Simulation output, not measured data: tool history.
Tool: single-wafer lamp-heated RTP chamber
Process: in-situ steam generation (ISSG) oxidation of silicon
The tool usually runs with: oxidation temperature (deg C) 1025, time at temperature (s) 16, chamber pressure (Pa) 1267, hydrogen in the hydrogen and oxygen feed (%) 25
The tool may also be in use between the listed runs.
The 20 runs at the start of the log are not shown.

run,day,oxidation temperature (deg C),time at temperature (s),chamber pressure (Pa),hydrogen in the hydrogen and oxygen feed (%),wafers since the last listed run,wafers since the last pyrometer calibration,hours since the pressure gauge was zeroed,hours since the hydrogen flow controller was replaced,hours since the gauge calibration,"read-back reference wafer on the same gauge, thickness",oxide thickness on the monitor wafer (Å)
21,14.283,1025,18,1133,25,71,722,226.2,26.9,238.7,5.067,58.01
22,14.638,1025,16,1267,17,52,775,234.7,35.4,247.2,5.067,49.56
23,15.233,1015,16,1120,28,88,863,249,49.7,261.5,5.07,53.87
24,15.829,1025,16,1267,25,88,951,263.3,64,275.8,5.068,53.89
25,16.479,1025,16,1120,28,96,1048,278.9,79.6,291.4,5.074,56.52
26,17.058,1025,16,1267,25,85,1133,292.8,93.5,305.3,5.069,54.02
# day 17.908: gauge calibrated
27,18.525,1041,13,1187,32,217,1351,328,128.7,14.8,5.067,56.84
28,19.104,1025,16,1267,25,85,1437,341.9,142.6,28.7,5.074,54.24
29,19.583,1007,16,1267,25,71,1508,353.4,154.1,40.2,5.071,50.24
30,20.296,1025,12,1267,17,105,1613,370.5,171.2,57.3,5.067,43.27
31,20.608,1009,19,1267,32,46,1660,378,178.7,64.8,5.068,57.93

4 ways to go on from here, each from the tool as it stands after run 31. What would each give?
A,20.629,1019,16,1267,25,3,1663,378.5,179.2,65.3,?,?
B,20.629,1025,16,1267,21,3,1663,378.5,179.2,65.3,?,?
C,20.629,1025,16,1360,17,3,1663,378.5,179.2,65.3,?,?
D,20.629,1008,16,1360,25,3,1663,378.5,179.2,65.3,?,?

run,"read-back reference wafer on the same gauge, thickness",oxide thickness on the monitor wafer (Å)
A,5.063,52.76
B,5.063,52.04
C,5.063,49.06
D,5.063,49.65
The same runs, with their run-to-run variation unchanged, on a tool lacking any hidden condition would have given:
run,oxide thickness on the monitor wafer (Å)
A,52.76
B,52.04
C,49.06
D,49.65

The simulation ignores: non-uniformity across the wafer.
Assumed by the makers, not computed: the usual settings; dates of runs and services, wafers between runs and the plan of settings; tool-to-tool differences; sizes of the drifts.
